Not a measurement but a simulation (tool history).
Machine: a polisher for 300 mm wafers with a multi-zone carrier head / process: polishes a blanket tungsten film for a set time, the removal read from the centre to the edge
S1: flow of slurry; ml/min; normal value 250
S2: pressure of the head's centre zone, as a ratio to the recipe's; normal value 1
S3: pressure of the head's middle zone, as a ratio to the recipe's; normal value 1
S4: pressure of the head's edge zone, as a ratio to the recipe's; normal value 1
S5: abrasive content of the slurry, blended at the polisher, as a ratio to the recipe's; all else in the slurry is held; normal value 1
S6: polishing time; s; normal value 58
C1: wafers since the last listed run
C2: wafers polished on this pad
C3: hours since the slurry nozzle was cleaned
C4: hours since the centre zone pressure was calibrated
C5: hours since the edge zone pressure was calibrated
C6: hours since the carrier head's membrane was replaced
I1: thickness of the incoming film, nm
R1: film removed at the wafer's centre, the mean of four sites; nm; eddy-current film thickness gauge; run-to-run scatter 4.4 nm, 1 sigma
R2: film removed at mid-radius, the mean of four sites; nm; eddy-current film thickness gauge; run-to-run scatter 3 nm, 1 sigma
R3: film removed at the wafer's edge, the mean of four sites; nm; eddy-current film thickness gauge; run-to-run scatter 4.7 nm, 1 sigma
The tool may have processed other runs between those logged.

Run 1, hour 0: usual settings but S1 310 ml/min; C1 0; C2 445; C3 840.7; C4 1452.7; C5 246.8; C6 407.3; I1 1132.7. Result: R1 373.1 nm, R2 378.4 nm, R3 367.2 nm.
Run 2, hour 16.8: usual settings but S1 310 ml/min; C1 211; C2 656; C3 857.5; C4 1469.5; C5 263.6; C6 424.1; I1 1145.6. Result: R1 370.4 nm, R2 372.1 nm, R3 355.4 nm.
Run 3, hour 51.9: usual settings but S1 310 ml/min; C1 442; C2 1099; C3 892.6; C4 1504.6; C5 298.7; C6 459.2; I1 1151.1. Result: R1 380.8 nm, R2 370.7 nm, R3 366.5 nm.
At hour 75.1: slurry nozzle cleaned.
Run 4, hour 76.4: usual settings but S6 53 s; C1 296; C2 1395; C3 1.3; C4 1529.1; C5 323.2; C6 483.7; I1 1133.1. Result: R1 327.9 nm, R2 337.3 nm, R3 322.1 nm.
At hour 88.3: worn pad replaced by a new one.
Run 5, hour 90.5: usual settings; C1 127; C2 27; C3 15.4; C4 1543.2; C5 337.3; C6 497.8; I1 1119.6. Result: R1 360.5 nm, R2 368.8 nm, R3 351.4 nm.
At hour 104.4: carrier head's membrane replaced by a new one.
Run 6, hour 104.9: usual settings but S2 1.06; C1 118; C2 146; C3 29.8; C4 1557.6; C5 351.7; C6 0.5; I1 1137.8. Result: R1 380.6 nm, R2 367.7 nm, R3 360.1 nm.
At hour 121.8: centre zone pressure recalibrated.
Run 7, hour 138: usual settings but S2 1.06; C1 392; C2 538; C3 62.9; C4 16.2; C5 384.8; C6 33.6; I1 1141.8. Result: R1 382.7 nm, R2 365.8 nm, R3 361 nm.
At hour 156.7: edge zone pressure recalibrated.
Run 8, hour 167.1: usual settings; C1 341; C2 880; C3 92; C4 45.3; C5 10.4; C6 62.7; I1 1143.8. Result: R1 368.5 nm, R2 366 nm, R3 352.7 nm.
Run 9, hour 190.8: usual settings but S1 185 ml/min, S4 0.9, S5 1.25, S6 74 s; C1 298; C2 1178; C3 115.7; C4 69; C5 34.1; C6 86.4; I1 1145.5. Result: R1 455.9 nm, R2 470.5 nm, R3 453.7 nm.
At hour 208: worn pad replaced by a new one.
Run 10, hour 220.6: usual settings; C1 325; C2 158; C3 145.5; C4 98.8; C5 63.9; C6 116.2; I1 1141.6. Result: R1 365.5 nm, R2 367.3 nm, R3 346.2 nm.
Run 11, hour 234.3: usual settings; C1 172; C2 331; C3 159.2; C4 112.5; C5 77.6; C6 129.9; I1 1116.3. Result: R1 367.8 nm, R2 368.9 nm, R3 355.7 nm.
Run 12, hour 247.3: usual settings but S1 285 ml/min, S2 1.08; C1 163; C2 495; C3 172.2; C4 125.5; C5 90.6; C6 142.9; I1 1151.6. Result: R1 399.4 nm, R2 373.5 nm, R3 359.3 nm.
Run 13, hour 283.1: usual settings but S2 0.96, S3 0.95; C1 451; C2 946; C3 208; C4 161.3; C5 126.4; C6 178.7; I1 1138.4. Result: R1 343.7 nm, R2 352.8 nm, R3 357.8 nm.
Run 14, hour 300.9: usual settings but S1 330 ml/min, S2 1.09, S3 0.92, S5 1.3; C1 224; C2 1171; C3 225.8; C4 179.1; C5 144.2; C6 196.5; I1 1161. Result: R1 431.9 nm, R2 374.1 nm, R3 371.2 nm.

Run 15 comes next. What will it give?
At hour 327.8: worn pad replaced by a new one.
Run 15, hour 335.8: usual settings but S1 330 ml/min, S3 1.03, S4 0.95, S5 1.2; C1 389; C2 100; C3 260.7; C4 214; C5 179.1; C6 231.4; I1 1138.9. Result: R1 ?, R2 ?, R3 ?.

R1: 388.8 nm
R2: 401 nm
R3: 378.3 nm
With no hidden state in the tool, this same run would have given R1 388.8 nm, R2 401 nm, R3 378.3 nm.

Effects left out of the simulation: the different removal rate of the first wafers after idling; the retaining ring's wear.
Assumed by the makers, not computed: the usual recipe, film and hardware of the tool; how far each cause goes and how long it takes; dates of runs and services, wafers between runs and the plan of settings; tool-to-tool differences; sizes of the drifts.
